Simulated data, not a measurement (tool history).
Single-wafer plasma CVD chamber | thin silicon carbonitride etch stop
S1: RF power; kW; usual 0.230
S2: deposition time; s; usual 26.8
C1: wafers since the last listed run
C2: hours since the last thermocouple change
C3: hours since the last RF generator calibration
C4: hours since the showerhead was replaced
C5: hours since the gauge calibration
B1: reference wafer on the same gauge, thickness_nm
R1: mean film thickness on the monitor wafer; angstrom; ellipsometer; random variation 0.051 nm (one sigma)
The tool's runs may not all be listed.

{"run": 1, "hour": 0.0, "S1": 0.215, "S2": 26.8, "C1": 0, "C2": 1199.9, "C3": 1885.2, "C4": 3340.9, "C5": 980.2, "B1": 18.303, "R1": 147.55}
{"run": 2, "hour": 58.7, "S1": 0.23, "S2": 26.8, "C1": 1489, "C2": 1258.6, "C3": 1943.9, "C4": 3399.6, "C5": 1038.9, "B1": 18.281, "R1": 150.21}
{"run": 3, "hour": 129.7, "S1": 0.23, "S2": 26.8, "C1": 1801, "C2": 1329.6, "C3": 2014.9, "C4": 3470.6, "C5": 1109.9, "B1": 18.313, "R1": 149.78}
{"run": 4, "hour": 181.4, "S1": 0.23, "S2": 26.8, "C1": 1312, "C2": 1381.3, "C3": 2066.6, "C4": 3522.3, "C5": 1161.6, "B1": 18.304, "R1": 150.04}
{"run": 5, "hour": 205.5, "S1": 0.23, "S2": 26.8, "C1": 611, "C2": 1405.4, "C3": 2090.7, "C4": 3546.4, "C5": 1185.7, "B1": 18.286, "R1": 149.88}
{"hour": 259.4, "done": "thermocouple changed; heater temperature recalibrated"}
{"run": 6, "hour": 259.9, "S1": 0.23, "S2": 26.8, "C1": 1177, "C2": 0.5, "C3": 2145.1, "C4": 3600.8, "C5": 1240.1, "B1": 18.288, "R1": 149.4}
{"run": 7, "hour": 348.1, "S1": 0.23, "S2": 26.8, "C1": 2238, "C2": 88.7, "C3": 2233.3, "C4": 3689.0, "C5": 1328.3, "B1": 18.301, "R1": 149.33}
{"run": 8, "hour": 403.2, "S1": 0.2, "S2": 26.8, "C1": 1398, "C2": 143.8, "C3": 2288.4, "C4": 3744.1, "C5": 1383.4, "B1": 18.293, "R1": 144.36}
{"run": 9, "hour": 435.6, "S1": 0.2, "S2": 26.8, "C1": 822, "C2": 176.2, "C3": 2320.8, "C4": 3776.5, "C5": 1415.8, "B1": 18.293, "R1": 144.47}
{"run": 10, "hour": 507.5, "S1": 0.2, "S2": 26.8, "C1": 1824, "C2": 248.1, "C3": 2392.7, "C4": 3848.4, "C5": 1487.7, "B1": 18.303, "R1": 144.34}
{"run": 11, "hour": 559.1, "S1": 0.26, "S2": 30.0, "C1": 1309, "C2": 299.7, "C3": 2444.3, "C4": 3900.0, "C5": 1539.3, "B1": 18.294, "R1": 170.9}
{"run": 12, "hour": 604.7, "S1": 0.23, "S2": 28.5, "C1": 1157, "C2": 345.3, "C3": 2489.9, "C4": 3945.6, "C5": 1584.9, "B1": 18.286, "R1": 158.82}
{"hour": 611.1, "done": "gauge calibrated"}
{"run": 13, "hour": 648.7, "S1": 0.23, "S2": 28.5, "C1": 1116, "C2": 389.3, "C3": 2533.9, "C4": 3989.6, "C5": 37.6, "B1": 18.305, "R1": 158.76}
{"run": 14, "hour": 712.5, "S1": 0.23, "S2": 26.8, "C1": 1619, "C2": 453.1, "C3": 2597.7, "C4": 4053.4, "C5": 101.4, "B1": 18.296, "R1": 148.77}
{"hour": 733.5, "done": "RF generator calibrated"}
{"run": 15, "hour": 769.8, "S1": 0.21, "S2": 26.8, "C1": 1251, "C2": 510.4, "C3": 36.3, "C4": 4110.7, "C5": 158.7, "B1": 18.325, "R1": 148.31}
{"run": 16, "hour": 809.6, "S1": 0.23, "S2": 32.1, "C1": 1010, "C2": 550.2, "C3": 76.1, "C4": 4150.5, "C5": 198.5, "B1": 18.302, "R1": 182.74}
{"run": 17, "hour": 862.9, "S1": 0.26, "S2": 26.8, "C1": 1352, "C2": 603.5, "C3": 129.4, "C4": 4203.8, "C5": 251.8, "B1": 18.314, "R1": 156.54}
{"run": 18, "hour": 929.9, "S1": 0.23, "S2": 32.0, "C1": 1700, "C2": 670.5, "C3": 196.4, "C4": 4270.8, "C5": 318.8, "B1": 18.302, "R1": 182.51}
{"run": 19, "hour": 991.6, "S1": 0.23, "S2": 26.8, "C1": 1565, "C2": 732.2, "C3": 258.1, "C4": 4332.5, "C5": 380.5, "B1": 18.313, "R1": 153.01}
{"run": 20, "hour": 1022.5, "S1": 0.25, "S2": 22.4, "C1": 784, "C2": 763.1, "C3": 289.0, "C4": 4363.4, "C5": 411.4, "B1": 18.292, "R1": 129.13}
{"hour": 1056.4, "done": "showerhead replaced"}
{"run": 21, "hour": 1056.9, "S1": 0.23, "S2": 26.8, "C1": 669, "C2": 797.5, "C3": 323.4, "C4": 0.5, "C5": 445.8, "B1": 18.296, "R1": 152.19}
{"run": 22, "hour": 1096.4, "S1": 0.275, "S2": 28.4, "C1": 1002, "C2": 837.0, "C3": 362.9, "C4": 40.0, "C5": 485.3, "B1": 18.302, "R1": 167.65}
{"run": 23, "hour": 1166.8, "S1": 0.26, "S2": 21.9, "C1": 1786, "C2": 907.4, "C3": 433.3, "C4": 110.4, "C5": 555.7, "B1": 18.307, "R1": 127.92}
{"run": 24, "hour": 1191.3, "S1": 0.23, "S2": 26.8, "C1": 621, "C2": 931.9, "C3": 457.8, "C4": 134.9, "C5": 580.2, "B1": 18.307, "R1": 152.41}
{"run": 25, "hour": 1223.6, "S1": 0.23, "S2": 26.8, "C1": 819, "C2": 964.2, "C3": 490.1, "C4": 167.2, "C5": 612.5, "B1": 18.306, "R1": 152.22}
{"run": 26, "hour": 1263.9, "S1": 0.19, "S2": 22.1, "C1": 1022, "C2": 1004.5, "C3": 530.4, "C4": 207.5, "C5": 652.8, "B1": 18.297, "R1": 118.98}
{"run": 27, "hour": 1291.9, "S1": 0.23, "S2": 22.9, "C1": 710, "C2": 1032.5, "C3": 558.4, "C4": 235.5, "C5": 680.8, "B1": 18.3, "R1": 129.55}
{"run": 28, "hour": 1343.0, "S1": 0.27, "S2": 28.7, "C1": 1296, "C2": 1083.6, "C3": 609.5, "C4": 286.6, "C5": 731.9, "B1": 18.302, "R1": 169.71}
{"run": 29, "hour": 1412.8, "S1": 0.23, "S2": 26.8, "C1": 1771, "C2": 1153.4, "C3": 679.3, "C4": 356.4, "C5": 801.7, "B1": 18.31, "R1": 151.85}
{"run": 30, "hour": 1477.0, "S1": 0.23, "S2": 26.8, "C1": 1629, "C2": 1217.6, "C3": 743.5, "C4": 420.6, "C5": 865.9, "B1": 18.304, "R1": 151.24}
{"run": 31, "hour": 1534.2, "S1": 0.255, "S2": 22.5, "C1": 1451, "C2": 1274.8, "C3": 800.7, "C4": 477.8, "C5": 923.1, "B1": 18.285, "R1": 131.6}
{"run": 32, "hour": 1570.4, "S1": 0.21, "S2": 28.7, "C1": 918, "C2": 1311.0, "C3": 836.9, "C4": 514.0, "C5": 959.3, "B1": 18.305, "R1": 158.95}
{"run": 33, "hour": 1595.2, "S1": 0.23, "S2": 26.8, "C1": 629, "C2": 1335.8, "C3": 861.7, "C4": 538.8, "C5": 984.1, "B1": 18.282, "R1": 151.5}
{"run": 34, "hour": 1634.0, "S1": 0.23, "S2": 26.8, "C1": 984, "C2": 1374.6, "C3": 900.5, "C4": 577.6, "C5": 1022.9, "B1": 18.297, "R1": 150.83}
{"run": 35, "hour": 1671.9, "S1": 0.205, "S2": 28.9, "C1": 961, "C2": 1412.5, "C3": 938.4, "C4": 615.5, "C5": 1060.8, "B1": 18.298, "R1": 159.31}

4 ways to go on from here, each from the tool as it stands after run 35. What would each give?
{"run": "A", "hour": 1672.3, "S1": 0.205, "S2": 26.8, "C1": 10, "C2": 1412.9, "C3": 938.8, "C4": 615.9, "C5": 1061.2, "B1": "?", "R1": "?"}
{"run": "B", "hour": 1672.3, "S1": 0.23, "S2": 31.6, "C1": 10, "C2": 1412.9, "C3": 938.8, "C4": 615.9, "C5": 1061.2, "B1": "?", "R1": "?"}
{"run": "C", "hour": 1672.3, "S1": 0.19, "S2": 24.0, "C1": 10, "C2": 1412.9, "C3": 938.8, "C4": 615.9, "C5": 1061.2, "B1": "?", "R1": "?"}
{"run": "D", "hour": 1672.3, "S1": 0.25, "S2": 22.1, "C1": 10, "C2": 1412.9, "C3": 938.8, "C4": 615.9, "C5": 1061.2, "B1": "?", "R1": "?"}

run=A B1=18.289 R1=147.42
run=B B1=18.289 R1=178.98
run=C B1=18.289 R1=129.54
run=D B1=18.289 R1=127.89
Without the tool's hidden state the same runs would have given:
run=A R1=148.05
run=B R1=179.74
run=C R1=130.09
run=D R1=128.43

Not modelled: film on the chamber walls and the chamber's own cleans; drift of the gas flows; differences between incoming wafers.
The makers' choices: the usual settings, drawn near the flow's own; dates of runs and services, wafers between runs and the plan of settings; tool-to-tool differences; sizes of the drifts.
